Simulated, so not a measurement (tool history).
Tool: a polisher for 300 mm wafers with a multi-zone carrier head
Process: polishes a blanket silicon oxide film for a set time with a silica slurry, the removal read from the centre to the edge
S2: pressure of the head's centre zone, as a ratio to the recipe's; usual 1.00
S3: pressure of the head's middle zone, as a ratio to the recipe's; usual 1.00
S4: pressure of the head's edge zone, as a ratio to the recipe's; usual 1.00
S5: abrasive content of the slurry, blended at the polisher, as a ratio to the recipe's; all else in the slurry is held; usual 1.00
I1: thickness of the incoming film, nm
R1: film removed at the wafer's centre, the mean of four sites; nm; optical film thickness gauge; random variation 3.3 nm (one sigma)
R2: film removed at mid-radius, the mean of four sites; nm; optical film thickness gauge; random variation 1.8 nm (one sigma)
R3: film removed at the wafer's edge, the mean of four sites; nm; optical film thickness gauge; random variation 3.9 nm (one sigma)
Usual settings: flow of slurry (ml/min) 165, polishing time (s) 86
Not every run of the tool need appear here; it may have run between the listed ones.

Run 1, hour 0.0: usual settings; I1 1157.8. Result: R1 226.8 nm, R2 255.6 nm, R3 262.4 nm.
Run 2, hour 76.4: usual settings but S2 0.91, S4 1.03; I1 1151.3. Result: R1 213.3 nm, R2 256.4 nm, R3 272.8 nm.
At hour 107.3: worn pad replaced by a new one.
Run 3, hour 114.6: usual settings but S2 0.95; I1 1155.3. Result: R1 215.5 nm, R2 254.7 nm, R3 253.5 nm.
Run 4, hour 167.5: usual settings but flow of slurry (ml/min) 205; I1 1143.9. Result: R1 234.0 nm, R2 263.2 nm, R3 267.0 nm.
At hour 239.9: centre zone pressure recalibrated, repeated, since the last time left the tool worse.
Run 5, hour 243.0: usual settings; I1 1156.8. Result: R1 257.3 nm, R2 252.6 nm, R3 260.2 nm.
At hour 252.5: slurry nozzle cleaned.
Run 6, hour 282.9: usual settings but flow of slurry (ml/min) 210, S4 0.92; I1 1156.5. Result: R1 270.3 nm, R2 266.9 nm, R3 250.9 nm.
Run 7, hour 353.6: usual settings but flow of slurry (ml/min) 190, S2 1.06, S3 0.93, S4 1.08; I1 1139.6. Result: R1 270.0 nm, R2 245.8 nm, R3 270.8 nm.
At hour 522.7: edge zone pressure recalibrated.
Run 8, hour 587.6: usual settings but S3 1.06, S5 1.10, polishing time (s) 61; I1 1155.7. Result: R1 189.1 nm, R2 197.3 nm, R3 193.0 nm.
Run 9, hour 647.2: usual settings but S2 1.09, polishing time (s) 105; I1 1157.9. Result: R1 327.9 nm, R2 312.8 nm, R3 322.9 nm.
At hour 667.7: worn pad replaced by a new one.
Run 10, hour 692.4: usual settings; I1 1141.4. Result: R1 252.2 nm, R2 254.3 nm, R3 257.7 nm.
Run 11, hour 738.5: usual settings; I1 1161.3. Result: R1 249.8 nm, R2 256.5 nm, R3 266.1 nm.
Run 12, hour 780.2: usual settings but S2 0.92; I1 1153.8. Result: R1 227.3 nm, R2 253.6 nm, R3 259.4 nm.
At hour 841.2: centre zone pressure recalibrated.
At hour 852.0: slurry nozzle cleaned.
Run 13, hour 1045.8: usual settings but S2 0.90, polishing time (s) 68; I1 1149.2. Result: R1 188.7 nm, R2 202.1 nm, R3 204.0 nm.
At hour 1103.2: carrier head's membrane replaced by a new one.
Run 14, hour 1143.9: usual settings but flow of slurry (ml/min) 140, S2 1.10, S4 0.97; I1 1171.4. Result: R1 269.9 nm, R2 248.5 nm, R3 251.8 nm.
At hour 1202.7: worn pad replaced by a new one.
Run 15, hour 1213.5: usual settings but S3 1.05, S4 1.09, S5 0.85, polishing time (s) 57; I1 1154.4. Result: R1 156.4 nm, R2 165.7 nm, R3 165.8 nm.
Run 16, hour 1303.2: usual settings but flow of slurry (ml/min) 225, S2 0.93; I1 1139.7. Result: R1 246.6 nm, R2 267.5 nm, R3 262.7 nm.
Run 17, hour 1409.3: usual settings but S2 1.10, S4 0.94, polishing time (s) 102; I1 1147.2. Result: R1 314.7 nm, R2 301.4 nm, R3 299.1 nm.
Run 18, hour 1457.7: usual settings but flow of slurry (ml/min) 110, S3 1.11; I1 1147.8. Result: R1 221.5 nm, R2 251.2 nm, R3 235.7 nm.
At hour 1513.4: centre zone pressure recalibrated.
Run 19, hour 1550.6: usual settings but flow of slurry (ml/min) 205, S3 0.91, S5 0.85; I1 1159.8. Result: R1 252.8 nm, R2 226.1 nm, R3 250.8 nm.
At hour 1559.7: slurry nozzle cleaned.
Run 20, hour 1645.6: usual settings but flow of slurry (ml/min) 205; I1 1144.0. Result: R1 267.6 nm, R2 266.9 nm, R3 259.8 nm.
Run 21, hour 1739.3: usual settings but flow of slurry (ml/min) 205, S3 0.93; I1 1154.0. Result: R1 264.5 nm, R2 250.1 nm, R3 270.5 nm.
Run 22, hour 1782.6: usual settings; I1 1150.0. Result: R1 250.5 nm, R2 255.5 nm, R3 259.3 nm.

For some of the steps in R1 from one run to the next: how much would appear even if the tool had no hidden state, given the settings, what came in and random variation, and how much remains for the hidden state plus any gauge scatter that the measured result and the result without hidden state don't share?
Hidden state at play: removal rate lost through wear of the pad, %; slurry flow missing at the pad, %; deviation of the centre zone's pressure from its setpoint, %; deviation of the edge zone's pressure from its setpoint, %.
Run 4 -> 5: flow of slurry (ml/min) 205 -> 165, centre zone pressure recalibrated, repeated, since the last time left the tool worse. R1 +23.3 nm: hidden state +36.8, all else -13.5.
Run 8 -> 9: S2 1.00 -> 1.09, S3 1.06 -> 1.00, S5 1.10 -> 1.00, polishing time (s) 61 -> 105. R1 +138.8 nm: hidden state -6.3, all else +145.1.
Run 14 -> 15: flow of slurry (ml/min) 140 -> 165, S2 1.10 -> 1.00, S3 1.00 -> 1.05, S4 0.97 -> 1.09, S5 1.00 -> 0.85, polishing time (s) 86 -> 57, worn pad replaced by a new one. R1 -113.5 nm: hidden state +2.4, all else -115.9.
Run 18 -> 19: flow of slurry (ml/min) 110 -> 205, S3 1.11 -> 0.91, S5 1.00 -> 0.85, centre zone pressure recalibrated. R1 +31.3 nm: hidden state +11.5, all else +19.8.
